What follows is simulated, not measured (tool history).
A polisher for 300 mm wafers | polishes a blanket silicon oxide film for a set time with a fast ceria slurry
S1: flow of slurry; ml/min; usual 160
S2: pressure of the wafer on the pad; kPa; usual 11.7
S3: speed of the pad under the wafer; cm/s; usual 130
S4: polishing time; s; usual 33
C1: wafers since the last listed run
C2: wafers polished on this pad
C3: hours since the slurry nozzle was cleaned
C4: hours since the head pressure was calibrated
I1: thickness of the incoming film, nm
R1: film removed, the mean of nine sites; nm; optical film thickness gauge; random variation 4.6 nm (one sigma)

Run 1, hour 0: usual settings but S1 135 ml/min; C1 0; C2 1550; C3 397.1; C4 366.9; I1 2731.1. Result: R1 391.3 nm.
Run 2, hour 54.6: usual settings but S1 135 ml/min; C1 570; C2 2120; C3 451.7; C4 421.5; I1 2754. Result: R1 387.2 nm.
At hour 196.2: slurry nozzle cleaned.
Run 3, hour 226.9: usual settings; C1 1790; C2 3911; C3 30.7; C4 593.8; I1 2734.6. Result: R1 423.3 nm.
Run 4, hour 253.9: usual settings; C1 282; C2 4193; C3 57.7; C4 620.8; I1 2747. Result: R1 420.8 nm.
Run 5, hour 324.7: usual settings; C1 739; C2 4933; C3 128.5; C4 691.6; I1 2794.7. Result: R1 428 nm.
Run 6, hour 363.2: usual settings; C1 402; C2 5335; C3 167; C4 730.1; I1 2739.6. Result: R1 422.1 nm.
Run 7, hour 417.5: usual settings; C1 567; C2 5903; C3 221.3; C4 784.4; I1 2807.8. Result: R1 422.3 nm.
At hour 431.4: worn pad replaced by a new one.
Run 8, hour 464: usual settings; C1 444; C2 340; C3 267.8; C4 830.9; I1 2754.7. Result: R1 422.2 nm.
Run 9, hour 497.2: usual settings but S2 12.4 kPa; C1 347; C2 687; C3 301; C4 864.1; I1 2784.6. Result: R1 439.7 nm.
Run 10, hour 552.3: usual settings but S3 100 cm/s; C1 575; C2 1263; C3 356.1; C4 919.2; I1 2761.8. Result: R1 320.5 nm.
Run 11, hour 585.2: usual settings but S3 100 cm/s; C1 343; C2 1607; C3 389; C4 952.1; I1 2786.5. Result: R1 323 nm.
Run 12, hour 630.2: usual settings but S3 100 cm/s; C1 470; C2 2077; C3 434; C4 997.1; I1 2731.5. Result: R1 317.9 nm.
Run 13, hour 678.6: usual settings; C1 505; C2 2583; C3 482.4; C4 1045.5; I1 2708.4. Result: R1 417.8 nm.
At hour 765.3: slurry nozzle cleaned.
Run 14, hour 786.6: usual settings but S1 190 ml/min, S2 10.3 kPa, S3 176 cm/s; C1 1118; C2 3702; C3 21.3; C4 1153.5; I1 2719. Result: R1 519 nm.
Run 15, hour 853.9: usual settings but S3 162 cm/s, S4 27 s; C1 703; C2 4405; C3 88.6; C4 1220.8; I1 2771.1. Result: R1 438.9 nm.
Run 16, hour 879.7: usual settings but S1 195 ml/min; C1 269; C2 4675; C3 114.4; C4 1246.6; I1 2795.5. Result: R1 435.4 nm.
Run 17, hour 907.6: usual settings but S1 170 ml/min; C1 291; C2 4966; C3 142.3; C4 1274.5; I1 2740.8. Result: R1 425.1 nm.
At hour 951.1: worn pad replaced by a new one.
Run 18, hour 951.6: usual settings; C1 418; C2 4; C3 186.3; C4 1318.5; I1 2781.2. Result: R1 433.5 nm.
Run 19, hour 976.6: usual settings but S2 13.8 kPa, S3 90 cm/s, S4 43 s; C1 261; C2 266; C3 211.3; C4 1343.5; I1 2801.4. Result: R1 450.3 nm.
At hour 1147.7: head pressure recalibrated.
Run 20, hour 1166.7: usual settings but S1 190 ml/min, S2 13.8 kPa, S3 102 cm/s, S4 23 s; C1 1966; C2 2232; C3 401.4; C4 19; I1 2744. Result: R1 263.5 nm.
Run 21, hour 1205: usual settings; C1 400; C2 2632; C3 439.7; C4 57.3; I1 2771.9. Result: R1 386 nm.
Run 22, hour 1295.4: usual settings; C1 944; C2 3577; C3 530.1; C4 147.7; I1 2717.7. Result: R1 372.5 nm.
At hour 1332.8: slurry nozzle cleaned.
Run 23, hour 1356.8: usual settings but S2 9 kPa; C1 631; C2 4208; C3 24; C4 209.1; I1 2770.8. Result: R1 315.7 nm.
Run 24, hour 1398.9: usual settings; C1 440; C2 4648; C3 66.1; C4 251.2; I1 2762.4. Result: R1 411.1 nm.
Run 25, hour 1461.9: usual settings but S1 130 ml/min, S2 9.7 kPa, S3 114 cm/s, S4 37 s; C1 658; C2 5307; C3 129.1; C4 314.2; I1 2725.8. Result: R1 323.9 nm.
Run 26, hour 1486.9: usual settings; C1 261; C2 5568; C3 154.1; C4 339.2; I1 2806.2. Result: R1 417.9 nm.
At hour 1527.9: worn pad replaced by a new one.
Run 27, hour 1548.4: usual settings but S1 140 ml/min, S2 8.3 kPa, S3 100 cm/s, S4 36 s; C1 600; C2 214; C3 215.6; C4 400.7; I1 2768.9. Result: R1 243.7 nm.
Run 28, hour 1615.7: usual settings but S1 210 ml/min; C1 703; C2 917; C3 282.9; C4 468; I1 2752.9. Result: R1 441.7 nm.
Run 29, hour 1649.2: usual settings but S1 115 ml/min, S3 170 cm/s; C1 350; C2 1267; C3 316.4; C4 501.5; I1 2783.8. Result: R1 515.4 nm.
Run 30, hour 1688: usual settings; C1 405; C2 1673; C3 355.2; C4 540.3; I1 2741.9. Result: R1 413.2 nm.
Run 31, hour 1793.4: usual settings but S1 130 ml/min, S2 10.3 kPa, S3 158 cm/s, S4 27 s; C1 1101; C2 2774; C3 460.6; C4 645.7; I1 2737.8. Result: R1 347.3 nm.
Run 32, hour 1853.5: usual settings; C1 628; C2 3402; C3 520.7; C4 705.8; I1 2778. Result: R1 412.5 nm.
At hour 1858.1: slurry nozzle cleaned.
Run 33, hour 1918.3: usual settings but S4 21 s; C1 666; C2 4069; C3 60.2; C4 770.6; I1 2752. Result: R1 270.6 nm.
Run 34, hour 1952.4: usual settings but S1 145 ml/min, S2 15.2 kPa, S3 164 cm/s, S4 41 s; C1 356; C2 4426; C3 94.3; C4 804.7; I1 2721.5. Result: R1 867 nm.
At hour 2011.5: worn pad replaced by a new one.
Run 35, hour 2109.5: usual settings; C1 1600; C2 1024; C3 251.4; C4 961.8; I1 2778.5. Result: R1 429.5 nm.
Run 36, hour 2141.2: usual settings but S2 10.3 kPa; C1 331; C2 1355; C3 283.1; C4 993.5; I1 2780.3. Result: R1 372.4 nm.
Run 37, hour 2197.3: usual settings but S2 10.3 kPa, S3 112 cm/s, S4 40 s; C1 586; C2 1942; C3 339.2; C4 1049.6; I1 2719.7. Result: R1 397.5 nm.

The same runs without the tool's hidden state, with the same run-to-run variation:
The hidden state here: removal rate lost through wear of the pad, %; slurry flow missing at the pad, %; deviation of the head's pressure from its setpoint, %.
run     R1
  1  405.4
  2  404.2
  3  415.3
  4  412.1
  5  417.8
  6  411.7
  7  411.6
  8  411.8
  9  429.2
 10  313.7
 11  316.9
 12  313.3
 13  414.5
 14  494.3
 15  417.3
 16  412.7
 17  403.2
 18  411.3
 19  427.4
 20    275
 21    407
 22  400.1
 23  311.4
 24  404.5
 25    318
 26  409.7
 27  238.9
 28  431.9
 29  507.5
 30  406.2
 31  346.6
 32  413.4
 33  256.9
 34  822.2
 35  406.3
 36  352.5
 37  377.2
